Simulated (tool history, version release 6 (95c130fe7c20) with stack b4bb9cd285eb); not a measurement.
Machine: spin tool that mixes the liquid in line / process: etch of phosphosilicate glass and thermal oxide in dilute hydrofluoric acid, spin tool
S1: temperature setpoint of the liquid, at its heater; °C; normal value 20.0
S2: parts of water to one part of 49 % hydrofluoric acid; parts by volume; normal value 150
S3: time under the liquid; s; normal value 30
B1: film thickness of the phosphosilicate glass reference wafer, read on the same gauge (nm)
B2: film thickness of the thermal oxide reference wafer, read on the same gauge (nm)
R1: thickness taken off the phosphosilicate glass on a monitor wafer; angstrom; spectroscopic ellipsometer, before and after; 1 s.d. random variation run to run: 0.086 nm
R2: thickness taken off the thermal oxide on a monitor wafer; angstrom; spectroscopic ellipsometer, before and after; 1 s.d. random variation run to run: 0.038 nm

run   hour    S1   S2  S3     B1       B2     R1     R2
  1    0.0  20.0  150  30  30.01  149.983  136.2   7.65
  2    7.2  20.0  150  30  30.03  149.985  134.7   7.80
      29.5  -- hydrofluoric acid flow meter replaced
  3   40.7  20.0  150  30  30.04  150.029  135.4   7.65
  4   48.0  20.0  150  30  30.03  150.038  135.3   8.21
  5   63.5  20.0  150  30  30.00  150.006  135.3   8.72
  6   74.0  20.0  150  30  30.00  150.028  136.5   7.88
      81.1  -- gauge calibrated
  7   91.6  20.0  150  30  30.01  149.986  135.1   8.48
  8  101.9  20.0  150  30  30.00  150.006  134.9   8.54
  9  107.9  17.0  150  30  30.02  149.978  121.0   6.86
 10  114.7  17.0  100  25  30.03  149.988  158.0   8.98
 11  130.2  20.0  150  30  30.01  150.042  134.8   8.62
 12  137.7  18.5  100  25  30.03  149.952  169.1   9.28
 13  146.4  17.0  170  15  30.01  149.999   52.1   2.93
 14  153.5  20.0  150  30  30.03  149.979  134.9   8.37
     157.2  -- thermometer replaced
 15  163.9  17.0  150  15  30.01  150.038   60.2   3.56
 16  170.0  23.0  150  20  30.01  150.006  100.8   6.04
 17  183.0  20.0  115  30  30.02  149.968  183.7   9.72
 18  198.1  20.0  150  30  29.96  149.983  135.5   8.08
 19  215.0  17.0  210  30  30.04  149.998   81.5   4.91
 20  227.5  20.0  150  30  30.00  149.982  136.5   7.83
 21  237.2  23.5   95  35  29.96  150.013  303.3  17.99

The next listed run, before its measurement:
 22  245.4  18.0  85  35   ?   ?   ?   ?

B1: 30.00
B2: 149.944
R1: 271.1 angstrom
R2: 17.79 angstrom
Minus the tool's unlogged condition, the same run would have read R1 271.1 angstrom, R2 17.79 angstrom.
